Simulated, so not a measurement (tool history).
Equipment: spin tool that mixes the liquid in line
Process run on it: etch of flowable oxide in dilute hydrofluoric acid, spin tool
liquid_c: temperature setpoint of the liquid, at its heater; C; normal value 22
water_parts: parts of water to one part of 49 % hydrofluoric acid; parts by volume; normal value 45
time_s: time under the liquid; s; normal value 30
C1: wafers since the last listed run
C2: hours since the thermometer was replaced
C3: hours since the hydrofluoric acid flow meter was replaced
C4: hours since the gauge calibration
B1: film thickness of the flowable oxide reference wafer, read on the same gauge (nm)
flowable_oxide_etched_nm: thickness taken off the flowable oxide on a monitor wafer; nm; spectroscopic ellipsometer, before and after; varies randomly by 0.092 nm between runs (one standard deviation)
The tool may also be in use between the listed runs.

Run 1, hour 0: usual settings but water_parts 50 parts by volume; C1 0; C2 1262.1; C3 414.6; C4 469.2; B1 110.03. Result: flowable_oxide_etched_nm 21.76 nm.
Run 2, hour 45.9: usual settings but water_parts 50 parts by volume; C1 481; C2 1308; C3 460.5; C4 515.1; B1 109.99. Result: flowable_oxide_etched_nm 21.65 nm.
Run 3, hour 92.7: usual settings; C1 490; C2 1354.8; C3 507.3; C4 561.9; B1 109.98. Result: flowable_oxide_etched_nm 24.39 nm.
At hour 114.2: gauge calibrated.
Run 4, hour 200.4: usual settings; C1 1129; C2 1462.5; C3 615; C4 86.2; B1 110.02. Result: flowable_oxide_etched_nm 24.59 nm.
Run 5, hour 266.6: usual settings; C1 694; C2 1528.7; C3 681.2; C4 152.4; B1 110.02. Result: flowable_oxide_etched_nm 24.45 nm.
Run 6, hour 362.3: usual settings but water_parts 60 parts by volume; C1 1003; C2 1624.4; C3 776.9; C4 248.1; B1 109.99. Result: flowable_oxide_etched_nm 18.01 nm.
Run 7, hour 444.4: usual settings but water_parts 60 parts by volume; C1 861; C2 1706.5; C3 859; C4 330.2; B1 109.97. Result: flowable_oxide_etched_nm 18.16 nm.
At hour 446.2: thermometer replaced.
Run 8, hour 538.4: usual settings; C1 975; C2 92.2; C3 953; C4 424.2; B1 110.01. Result: flowable_oxide_etched_nm 24.74 nm.
Run 9, hour 624.8: usual settings but liquid_c 23.5 C, water_parts 35 parts by volume, time_s 40 s; C1 906; C2 178.6; C3 1039.4; C4 510.6; B1 109.94. Result: flowable_oxide_etched_nm 45.91 nm.
At hour 637.1: gauge calibrated.
At hour 693.8: hydrofluoric acid flow meter replaced.
Run 10, hour 718.7: usual settings but liquid_c 26 C, time_s 25 s; C1 974; C2 272.5; C3 24.9; C4 81.6; B1 110.05. Result: flowable_oxide_etched_nm 23.58 nm.
Run 11, hour 780.5: usual settings but liquid_c 26 C, time_s 25 s; C1 648; C2 334.3; C3 86.7; C4 143.4; B1 110.02. Result: flowable_oxide_etched_nm 23.72 nm.
Run 12, hour 865.4: usual settings but time_s 15 s; C1 890; C2 419.2; C3 171.6; C4 228.3; B1 110.01. Result: flowable_oxide_etched_nm 12.02 nm.
Run 13, hour 944.9: usual settings but liquid_c 20.5 C, water_parts 30 parts by volume; C1 833; C2 498.7; C3 251.1; C4 307.8; B1 109.99. Result: flowable_oxide_etched_nm 34.61 nm.
Run 14, hour 983.5: usual settings but time_s 45 s; C1 404; C2 537.3; C3 289.7; C4 346.4; B1 110.03. Result: flowable_oxide_etched_nm 36.29 nm.

Results for each run, recomputed without the tool's hidden state and with each run's random variation untouched:
Hidden state at play: liquid hotter than its thermometer reads (K); hydrofluoric acid flow above the setpoint (%); gauge reads high (%).
run  flowable_oxide_etched_nm
  1                     21.41
  2                     21.27
  3                     23.92
  4                     24.01
  5                     23.82
  6                     17.48
  7                     17.57
  8                     23.87
  9                     44.17
 10                     23.42
 11                      23.5
 12                     11.87
 13                      34.1
 14                     35.69
